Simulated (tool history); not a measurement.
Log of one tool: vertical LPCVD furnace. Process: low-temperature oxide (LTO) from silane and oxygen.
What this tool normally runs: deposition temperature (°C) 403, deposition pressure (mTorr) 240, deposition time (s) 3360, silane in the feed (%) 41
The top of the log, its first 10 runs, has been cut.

| run | day | deposition temperature (°C) | deposition pressure (mTorr) | deposition time (s) | silane in the feed (%) | read-back reference wafer on the same gauge, thickness | film thickness on the monitor wafer in the middle of the boat (angstrom) |
|---|---|---|---|---|---|---|---|
| 11 | 11.517 | 403 | 240 | 3360 | 41 | 645.38 | 6333.4 |
| 12 | 12.521 | 403 | 240 | 3360 | 41 | 644.8 | 6349 |
| 13 | 13.233 | 403 | 240 | 2610 | 48 | 644.46 | 5772.1 |
| 14 | 13.779 | 403 | 200 | 3360 | 41 | 644.44 | 5269.9 |
| 15 | 14.354 | 403 | 240 | 3360 | 41 | 644.28 | 6323.8 |
| 16 | 15.362 | 403 | 240 | 2430 | 41 | 643.74 | 4585.7 |
|  | 16.546 | pressure gauge zeroed |
| 17 | 16.567 | 403 | 240 | 2040 | 41 | 642.85 | 3815 |
|  | 19.904 | thermocouples replaced and temperature profile calibrated |
| 18 | 20.408 | 403 | 240 | 3360 | 41 | 640.57 | 6305.1 |
| 19 | 21.138 | 393 | 300 | 2880 | 47 | 640.21 | 6994.9 |
| 20 | 21.825 | 398 | 240 | 3360 | 41 | 639.93 | 5924.6 |
| 21 | 22.712 | 403 | 220 | 3030 | 33 | 638.93 | 3922.7 |
| 22 | 23.646 | 403 | 270 | 3360 | 41 | 638.42 | 7047.7 |
| 23 | 24.525 | 403 | 240 | 3360 | 41 | 637.93 | 6284.2 |
| 24 | 25.5 | 403 | 240 | 3360 | 41 | 636.63 | 6237.2 |
| 25 | 26.225 | 396 | 240 | 2730 | 37 | 635.95 | 4139.3 |
| 26 | 27.371 | 403 | 240 | 4380 | 38 | 634.71 | 7398 |
| 27 | 28.521 | 403 | 210 | 3360 | 41 | 633.64 | 5442.3 |
| 28 | 29.35 | 403 | 240 | 3360 | 33 | 632.35 | 4717.7 |
| 29 | 30.167 | 403 | 240 | 3360 | 41 | 632.08 | 6219.6 |
| 30 | 31.438 | 403 | 180 | 3360 | 48 | 630.43 | 5467.1 |

Below are 5 alternative next runs, each starting from the tool's condition after run 30. Predict each:
| A | 31.617 | 403 | 240 | 3360 | 41 | ? | ? |
| B | 31.617 | 397 | 295 | 3360 | 45 | ? | ? |
| C | 31.617 | 403 | 280 | 2040 | 34 | ? | ? |
| D | 31.617 | 394 | 275 | 4230 | 45 | ? | ? |
| E | 31.617 | 409 | 260 | 2160 | 34 | ? | ? |

| run | read-back reference wafer on the same gauge, thickness | film thickness on the monitor wafer in the middle of the boat (angstrom) |
|---|---|---|
| A | 630.33 | 6165.6 |
| B | 630.33 | 7865.3 |
| C | 630.33 | 3451.3 |
| D | 630.33 | 8936.3 |
| E | 630.33 | 3631 |
Stripped of hidden state, with their random variation kept, the same runs would have yielded:
| run | film thickness on the monitor wafer in the middle of the boat (angstrom) |
|---|---|
| A | 6310.6 |
| B | 8050.3 |
| C | 3532.5 |
| D | 9146.6 |
| E | 3716.4 |
